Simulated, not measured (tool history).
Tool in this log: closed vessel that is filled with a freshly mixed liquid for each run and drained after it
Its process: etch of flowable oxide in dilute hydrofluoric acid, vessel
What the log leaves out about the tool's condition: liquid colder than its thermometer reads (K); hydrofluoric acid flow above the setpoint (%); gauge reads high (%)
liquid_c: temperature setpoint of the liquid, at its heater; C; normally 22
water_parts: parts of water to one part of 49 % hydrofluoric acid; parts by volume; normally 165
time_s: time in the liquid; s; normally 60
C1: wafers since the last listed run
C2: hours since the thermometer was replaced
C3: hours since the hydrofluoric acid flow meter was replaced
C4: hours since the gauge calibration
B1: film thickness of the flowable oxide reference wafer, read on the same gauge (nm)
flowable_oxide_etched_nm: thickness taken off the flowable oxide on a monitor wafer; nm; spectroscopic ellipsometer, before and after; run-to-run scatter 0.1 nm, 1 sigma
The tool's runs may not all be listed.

{"run": 1, "day": 0.0, "liquid_c": 22, "water_parts": 165, "time_s": 60, "C1": 0, "C2": 1526, "C3": 1683.8, "C4": 148.6, "B1": 80.01, "flowable_oxide_etched_nm": 12.91}
{"run": 2, "day": 0.871, "liquid_c": 22, "water_parts": 165, "time_s": 65, "C1": 2865, "C2": 1546.9, "C3": 1704.7, "C4": 169.5, "B1": 80.01, "flowable_oxide_etched_nm": 14.14}
{"run": 3, "day": 1.954, "liquid_c": 22, "water_parts": 165, "time_s": 65, "C1": 3565, "C2": 1572.9, "C3": 1730.7, "C4": 195.5, "B1": 80.01, "flowable_oxide_etched_nm": 14.09}
{"run": 4, "day": 3.038, "liquid_c": 22, "water_parts": 165, "time_s": 60, "C1": 3565, "C2": 1598.9, "C3": 1756.7, "C4": 221.5, "B1": 80.02, "flowable_oxide_etched_nm": 12.96}
{"run": 5, "day": 3.975, "liquid_c": 22, "water_parts": 165, "time_s": 60, "C1": 3085, "C2": 1621.4, "C3": 1779.2, "C4": 244, "B1": 80.01, "flowable_oxide_etched_nm": 12.82}
{"run": 6, "day": 5.121, "liquid_c": 22, "water_parts": 165, "time_s": 60, "C1": 3770, "C2": 1648.9, "C3": 1806.7, "C4": 271.5, "B1": 80, "flowable_oxide_etched_nm": 12.94}
{"run": 7, "day": 6.254, "liquid_c": 22, "water_parts": 165, "time_s": 60, "C1": 3729, "C2": 1676.1, "C3": 1833.9, "C4": 298.7, "B1": 80, "flowable_oxide_etched_nm": 13.07}
{"run": 8, "day": 9.308, "liquid_c": 20.5, "water_parts": 165, "time_s": 60, "C1": 10050, "C2": 1749.4, "C3": 1907.2, "C4": 372, "B1": 80.04, "flowable_oxide_etched_nm": 11.99}
{"run": 9, "day": 13.254, "liquid_c": 20.5, "water_parts": 165, "time_s": 60, "C1": 12985, "C2": 1844.1, "C3": 2001.9, "C4": 466.7, "B1": 79.99, "flowable_oxide_etched_nm": 12.09}
{"run": 10, "day": 14.142, "liquid_c": 22, "water_parts": 165, "time_s": 60, "C1": 2920, "C2": 1865.4, "C3": 2023.2, "C4": 488, "B1": 79.98, "flowable_oxide_etched_nm": 12.78}
{"run": 11, "day": 14.692, "liquid_c": 22, "water_parts": 215, "time_s": 60, "C1": 1809, "C2": 1878.6, "C3": 2036.4, "C4": 501.2, "B1": 80, "flowable_oxide_etched_nm": 9.25}
{"run": 12, "day": 15.538, "liquid_c": 22, "water_parts": 215, "time_s": 60, "C1": 2783, "C2": 1898.9, "C3": 2056.7, "C4": 521.5, "B1": 79.97, "flowable_oxide_etched_nm": 9.36}
{"run": 13, "day": 16.808, "liquid_c": 22, "water_parts": 215, "time_s": 60, "C1": 4182, "C2": 1929.4, "C3": 2087.2, "C4": 552, "B1": 80.01, "flowable_oxide_etched_nm": 9.37}
{"run": 14, "day": 17.379, "liquid_c": 22, "water_parts": 165, "time_s": 60, "C1": 1878, "C2": 1943.1, "C3": 2100.9, "C4": 565.7, "B1": 80.02, "flowable_oxide_etched_nm": 12.7}
{"run": 15, "day": 18.45, "liquid_c": 20.5, "water_parts": 165, "time_s": 75, "C1": 3523, "C2": 1968.8, "C3": 2126.6, "C4": 591.4, "B1": 80, "flowable_oxide_etched_nm": 15.02}
{"run": 16, "day": 19.925, "liquid_c": 19.5, "water_parts": 220, "time_s": 45, "C1": 4853, "C2": 2004.2, "C3": 2162, "C4": 626.8, "B1": 79.97, "flowable_oxide_etched_nm": 6.14}
{"run": 17, "day": 22.367, "liquid_c": 22, "water_parts": 165, "time_s": 60, "C1": 8035, "C2": 2062.8, "C3": 2220.6, "C4": 685.4, "B1": 80, "flowable_oxide_etched_nm": 12.74}
{"run": 18, "day": 23.158, "liquid_c": 17.5, "water_parts": 245, "time_s": 85, "C1": 2605, "C2": 2081.8, "C3": 2239.6, "C4": 704.4, "B1": 80, "flowable_oxide_etched_nm": 9.44}
{"run": 19, "day": 23.671, "liquid_c": 20, "water_parts": 235, "time_s": 90, "C1": 1686, "C2": 2094.1, "C3": 2251.9, "C4": 716.7, "B1": 79.99, "flowable_oxide_etched_nm": 11.63}
{"day": 24.104, "done": "hydrofluoric acid flow meter replaced"}
{"run": 20, "day": 24.546, "liquid_c": 22, "water_parts": 140, "time_s": 60, "C1": 2742, "C2": 2115.1, "C3": 10.6, "C4": 737.7, "B1": 80, "flowable_oxide_etched_nm": 15.37}
{"day": 24.954, "done": "thermometer replaced"}
{"day": 25.425, "done": "gauge calibrated"}
{"run": 21, "day": 25.904, "liquid_c": 18.5, "water_parts": 215, "time_s": 90, "C1": 4332, "C2": 22.8, "C3": 43.2, "C4": 11.5, "B1": 80.05, "flowable_oxide_etched_nm": 11.73}
{"run": 22, "day": 26.55, "liquid_c": 18, "water_parts": 125, "time_s": 80, "C1": 2125, "C2": 38.3, "C3": 58.7, "C4": 27, "B1": 79.99, "flowable_oxide_etched_nm": 18.74}
{"run": 23, "day": 27.5, "liquid_c": 22, "water_parts": 165, "time_s": 60, "C1": 3126, "C2": 61.1, "C3": 81.5, "C4": 49.8, "B1": 79.99, "flowable_oxide_etched_nm": 12.06}
{"run": 24, "day": 31.204, "liquid_c": 22, "water_parts": 90, "time_s": 75, "C1": 12189, "C2": 150, "C3": 170.4, "C4": 138.7, "B1": 80.01, "flowable_oxide_etched_nm": 30.34}
{"run": 25, "day": 32.033, "liquid_c": 22, "water_parts": 210, "time_s": 60, "C1": 2728, "C2": 169.9, "C3": 190.3, "C4": 158.6, "B1": 80.03, "flowable_oxide_etched_nm": 9.17}
{"day": 33.738, "done": "thermometer replaced, repeated, since the last time left the tool worse"}
{"run": 26, "day": 35.146, "liquid_c": 22, "water_parts": 165, "time_s": 60, "C1": 10105, "C2": 33.8, "C3": 265, "C4": 233.3, "B1": 80.05, "flowable_oxide_etched_nm": 13.49}
{"run": 27, "day": 36.042, "liquid_c": 22, "water_parts": 165, "time_s": 60, "C1": 2948, "C2": 55.3, "C3": 286.5, "C4": 254.8, "B1": 79.98, "flowable_oxide_etched_nm": 13.67}
{"run": 28, "day": 36.896, "liquid_c": 19, "water_parts": 145, "time_s": 95, "C1": 2810, "C2": 75.8, "C3": 307, "C4": 275.3, "B1": 80.02, "flowable_oxide_etched_nm": 22.04}
{"run": 29, "day": 37.821, "liquid_c": 22, "water_parts": 165, "time_s": 60, "C1": 3044, "C2": 98, "C3": 329.2, "C4": 297.5, "B1": 79.97, "flowable_oxide_etched_nm": 13.54}

Describe how what the log doesn't record of the tool's condition differs between the last listed run preceding each entry between runs and the first listed run following it.
From run 19 to run 20: hydrofluoric acid flow meter replaced (day 24.104)
  liquid colder than its thermometer reads (K): 1.85 -> 1.86
  measured less the result without the state, flowable_oxide_etched_nm: -0.85 -> -1.17 nm
From run 20 to run 21: thermometer replaced (day 24.954); gauge calibrated (day 25.425)
  liquid colder than its thermometer reads (K): 1.86 -> 3.11
  measured less the result without the state, flowable_oxide_etched_nm: -1.17 -> -1.54 nm
From run 25 to run 26: thermometer replaced, repeated, since the last time left the tool worse (day 33.738)
  liquid colder than its thermometer reads (K): 3.22 -> 0.206
  measured less the result without the state, flowable_oxide_etched_nm: -1.21 -> -0.11 nm
